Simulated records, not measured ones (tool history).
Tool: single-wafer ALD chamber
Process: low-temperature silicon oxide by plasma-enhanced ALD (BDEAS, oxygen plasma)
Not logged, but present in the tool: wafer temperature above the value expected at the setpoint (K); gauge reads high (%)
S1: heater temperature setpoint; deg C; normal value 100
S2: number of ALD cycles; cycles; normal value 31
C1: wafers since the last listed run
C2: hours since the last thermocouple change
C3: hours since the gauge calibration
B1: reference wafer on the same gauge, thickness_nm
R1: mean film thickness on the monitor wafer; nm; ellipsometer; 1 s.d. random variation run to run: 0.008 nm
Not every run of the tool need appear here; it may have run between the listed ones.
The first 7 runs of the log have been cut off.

run 8 hour=506.3 | S1=92 S2=31 | C1=473 C2=1299.8 C3=1623 | B1=3.704 | R1=4.112
run 9 hour=558.9 | S1=92 S2=31 | C1=296 C2=1352.4 C3=1675.6 | B1=3.702 | R1=4.13
run 10 hour=651.1 | S1=100 S2=31 | C1=519 C2=1444.6 C3=1767.8 | B1=3.708 | R1=4.021
run 11 hour=733.8 | S1=100 S2=31 | C1=466 C2=1527.3 C3=1850.5 | B1=3.711 | R1=4.03
run 12 hour=813.7 | S1=100 S2=31 | C1=450 C2=1607.2 C3=1930.4 | B1=3.709 | R1=4.031
run 13 hour=899.4 | S1=100 S2=31 | C1=483 C2=1692.9 C3=2016.1 | B1=3.716 | R1=4.035
-- hour=964.3 gauge calibrated
run 14 hour=1004.7 | S1=100 S2=31 | C1=593 C2=1798.2 C3=40.4 | B1=3.666 | R1=3.981
-- hour=1014.9 thermocouple changed; heater temperature recalibrated
run 15 hour=1052 | S1=100 S2=35 | C1=221 C2=37.1 C3=87.7 | B1=3.663 | R1=4.495
run 16 hour=1156.5 | S1=108 S2=31 | C1=589 C2=141.6 C3=192.2 | B1=3.664 | R1=3.931
run 17 hour=1233.6 | S1=106 S2=27 | C1=434 C2=218.7 C3=269.3 | B1=3.663 | R1=3.44
run 18 hour=1311.5 | S1=113 S2=31 | C1=439 C2=296.6 C3=347.2 | B1=3.664 | R1=3.899
run 19 hour=1384.6 | S1=93 S2=29 | C1=412 C2=369.7 C3=420.3 | B1=3.662 | R1=3.801
run 20 hour=1431 | S1=115 S2=28 | C1=261 C2=416.1 C3=466.7 | B1=3.667 | R1=3.513
run 21 hour=1527 | S1=100 S2=31 | C1=541 C2=512.1 C3=562.7 | B1=3.666 | R1=3.972
run 22 hour=1571.3 | S1=100 S2=31 | C1=249 C2=556.4 C3=607 | B1=3.667 | R1=3.986
run 23 hour=1648.4 | S1=108 S2=29 | C1=434 C2=633.5 C3=684.1 | B1=3.667 | R1=3.674
run 24 hour=1719 | S1=100 S2=31 | C1=398 C2=704.1 C3=754.7 | B1=3.675 | R1=3.985
run 25 hour=1838.6 | S1=112 S2=28 | C1=674 C2=823.7 C3=874.3 | B1=3.674 | R1=3.53
run 26 hour=1897.6 | S1=109 S2=26 | C1=332 C2=882.7 C3=933.3 | B1=3.676 | R1=3.29
run 27 hour=1958.6 | S1=86 S2=29 | C1=343 C2=943.7 C3=994.3 | B1=3.676 | R1=3.893
run 28 hour=2002.9 | S1=114 S2=29 | C1=249 C2=988 C3=1038.6 | B1=3.673 | R1=3.648
run 29 hour=2053.7 | S1=93 S2=31 | C1=286 C2=1038.8 C3=1089.4 | B1=3.675 | R1=4.091
run 30 hour=2149.5 | S1=110 S2=27 | C1=540 C2=1134.6 C3=1185.2 | B1=3.678 | R1=3.438

Branching from run 30: 5 alternative next runs. What would each branch give?
run A hour=2150 | S1=91 S2=31 | C1=2 C2=1135.1 C3=1185.7 | B1=? | R1=?
run B hour=2150 | S1=111 S2=34 | C1=2 C2=1135.1 C3=1185.7 | B1=? | R1=?
run C hour=2150 | S1=96 S2=25 | C1=2 C2=1135.1 C3=1185.7 | B1=? | R1=?
run D hour=2150 | S1=93 S2=34 | C1=2 C2=1135.1 C3=1185.7 | B1=? | R1=?
run E hour=2150 | S1=89 S2=34 | C1=2 C2=1135.1 C3=1185.7 | B1=? | R1=?

run=A B1=3.681 R1=4.105
run=B B1=3.681 R1=4.301
run=C B1=3.681 R1=3.26
run=D B1=3.681 R1=4.475
run=E B1=3.681 R1=4.53
With the hidden condition removed and each run's random variation left untouched, the same runs would have given:
run=A R1=4.094
run=B R1=4.289
run=C R1=3.251
run=D R1=4.463
run=E R1=4.518
